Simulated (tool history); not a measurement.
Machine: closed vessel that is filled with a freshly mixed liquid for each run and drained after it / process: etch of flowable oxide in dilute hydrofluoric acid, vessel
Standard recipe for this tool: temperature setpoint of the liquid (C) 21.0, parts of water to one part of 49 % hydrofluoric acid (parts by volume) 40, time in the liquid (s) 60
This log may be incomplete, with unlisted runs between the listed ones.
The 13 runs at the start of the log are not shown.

run   hour  temperature setpoint of the liquid (C)  parts of water to one part of 49 % hydrofluoric acid (parts by volume)  time in the liquid (s)  read-back film thickness of the flowable oxide reference wafer, read on the same gauge (nm)  thickness taken off the flowable oxide on a monitor wafer (nm)
 14  318.4                                    23.0                                                                      40                      35                                                                                        89.94                                                           35.06
 15  333.9                                    22.5                                                                      50                      35                                                                                        89.98                                                           26.97
 16  367.6                                    21.0                                                                      40                      60                                                                                        89.97                                                           54.66
 17  385.9                                    21.0                                                                      20                      95                                                                                        90.01                                                          176.90
 18  412.0                                    19.0                                                                      50                      80                                                                                        90.02                                                           53.25
 19  441.4                                    19.5                                                                      60                      35                                                                                        89.98                                                           19.33
 20  461.4                                    18.0                                                                      30                      85                                                                                        89.99                                                           91.23
 21  489.9                                    24.5                                                                      40                      40                                                                                        90.05                                                           41.97
 22  507.1                                    17.5                                                                      40                      35                                                                                        89.98                                                           27.23
 23  536.4                                    24.0                                                                      30                      50                                                                                        90.01                                                           69.94
 24  565.5                                    18.5                                                                      25                      80                                                                                        90.01                                                          106.81
 25  586.7                                    18.0                                                                      30                      85                                                                                        90.01                                                           90.96
 26  617.2                                    21.0                                                                      40                      60                                                                                        89.99                                                           53.92
 27  679.5                                    21.0                                                                      40                      60                                                                                        89.94                                                           54.50
 28  702.3                                    22.5                                                                      55                      70                                                                                        90.02                                                           47.66
 29  729.6                                    21.0                                                                      55                      60                                                                                        89.96                                                           38.24
 30  760.2                                    24.0                                                                      20                      40                                                                                        90.03                                                           83.20
     762.4  -- gauge calibrated
 31  788.0                                    21.0                                                                      20                      60                                                                                        90.01                                                          109.87
 32  820.2                                    21.0                                                                      40                      60                                                                                        90.02                                                           53.21
 33  848.8                                    21.0                                                                      40                      30                                                                                        89.99                                                           27.19

For run 34, what comes out?
 34  878.0                                    21.0                                                                      50                      60                                                                                            ?                                                               ?

{"run 34": {"read-back film thickness of the flowable oxide reference wafer, read on the same gauge (nm)": 90.01, "thickness taken off the flowable oxide on a monitor wafer (nm)": 42.45}}
Were there no unlogged condition in the tool, this run, its random variation unchanged, would have produced thickness taken off the flowable oxide on a monitor wafer (nm) 44.23.

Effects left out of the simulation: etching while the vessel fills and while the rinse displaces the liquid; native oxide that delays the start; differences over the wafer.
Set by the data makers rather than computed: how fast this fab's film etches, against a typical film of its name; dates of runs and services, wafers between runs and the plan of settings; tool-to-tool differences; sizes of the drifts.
